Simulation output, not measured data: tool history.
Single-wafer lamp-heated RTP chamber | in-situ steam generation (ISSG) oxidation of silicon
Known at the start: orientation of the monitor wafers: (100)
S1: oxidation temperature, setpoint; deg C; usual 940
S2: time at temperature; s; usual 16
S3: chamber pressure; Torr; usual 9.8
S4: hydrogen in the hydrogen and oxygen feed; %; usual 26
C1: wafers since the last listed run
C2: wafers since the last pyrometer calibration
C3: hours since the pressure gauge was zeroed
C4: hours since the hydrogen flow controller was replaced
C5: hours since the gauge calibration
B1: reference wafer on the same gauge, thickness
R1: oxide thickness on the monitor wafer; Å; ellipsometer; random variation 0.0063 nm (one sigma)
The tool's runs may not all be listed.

run,hour,S1,S2,S3,S4,C1,C2,C3,C4,C5,B1,R1
1,0,940,16,9.8,21,0,1010,1451.5,4401.8,7.9,3.942,40.35
2,13.4,940,16,9.8,26,162,1173,1464.9,4415.2,21.3,3.937,42.42
3,48.4,940,16,9.8,26,424,1597,1499.9,4450.2,56.3,3.94,42.4
4,77.2,940,16,9.8,26,349,1947,1528.7,4479,85.1,3.941,42.63
5,110.4,940,16,9.8,26,402,2349,1561.9,4512.2,118.3,3.939,42.74
6,123.9,940,16,9.8,26,163,2513,1575.4,4525.7,131.8,3.941,42.8
7,150.6,940,16,9.8,26,323,2837,1602.1,4552.4,158.5,3.942,42.95
8,183.1,940,16,9.8,26,394,3231,1634.6,4584.9,191,3.941,43.01
# hour 205.8: pyrometer window cleaned and pyrometer calibrated
9,206.3,940,18,9.8,30,184,6,1657.8,4608.1,214.2,3.941,45.76
10,231.1,940,11,8.6,26,300,306,1682.6,4632.9,239,3.939,37.68
# hour 258.2: hydrogen flow controller replaced
11,293.1,946,16,8.9,17,654,961,1744.6,34.9,301,3.94,39.64
12,314.8,940,16,9.8,26,263,1224,1766.3,56.6,322.7,3.939,42.68
13,342.6,940,16,9.8,26,337,1562,1794.1,84.4,350.5,3.942,42.6
14,362.5,940,11,9.8,26,241,1803,1814,104.3,370.4,3.939,37.41
15,389.2,940,13,9.8,32,323,2127,1840.7,131,397.1,3.94,41.8
16,422.4,934,16,9.8,26,402,2529,1873.9,164.2,430.3,3.941,42.34
17,451.8,955,21,9,21,356,2886,1903.3,193.6,459.7,3.94,48.4
# hour 471.2: pyrometer window cleaned and pyrometer calibrated
18,471.7,929,19,10.2,22,144,5,1923.2,213.5,479.6,3.943,41.89
19,500.4,940,16,9.8,26,348,353,1951.9,242.2,508.3,3.942,42.38
20,514.5,940,16,9.8,29,171,524,1966,256.3,522.4,3.941,43.53
21,538.5,940,16,9.8,26,291,816,1990,280.3,546.4,3.941,42.5
# hour 551: pressure gauge zeroed
22,570.7,948,16,9.8,26,293,1109,19.7,312.5,578.6,3.941,43.24
23,618,952,16,9.8,17,573,1683,67,359.8,625.9,3.938,39.93
24,653.9,958,16,9.8,32,435,2118,102.9,395.7,661.8,3.94,46.84
25,676.3,940,16,9.8,20,271,2390,125.3,418.1,684.2,3.939,40.15
26,703.1,940,16,9.8,26,325,2715,152.1,444.9,711,3.94,42.56
27,725.4,940,14,9.8,17,270,2985,174.4,467.2,733.3,3.939,36.95
# hour 751.5: pyrometer window cleaned and pyrometer calibrated
28,829.5,940,16,9.8,23,1165,945,278.5,571.3,837.4,3.94,41.06
29,854.2,940,12,8.6,17,299,1244,303.2,596,862.1,3.942,35.05
30,868.8,940,16,9.8,22,177,1422,317.8,610.6,876.7,3.94,40.84
31,888.1,940,16,9.8,26,234,1656,337.1,629.9,896,3.94,42.52
32,905,930,16,9.8,31,204,1861,354,646.8,912.9,3.939,43.11

3 ways to go on from here, each from the tool as it stands after run 32. What would each give?
A,905.5,940,16,9.8,26,6,1867,354.5,647.3,913.4,?,?
B,905.5,940,20,9.2,26,6,1867,354.5,647.3,913.4,?,?
C,905.5,949,21,10.2,32,6,1867,354.5,647.3,913.4,?,?

run,B1,R1
A,3.942,42.47
B,3.942,46.8
C,3.942,50.32
Without the tool's hidden state the same runs would have given:
run,R1
A,41.93
B,46.17
C,49.56
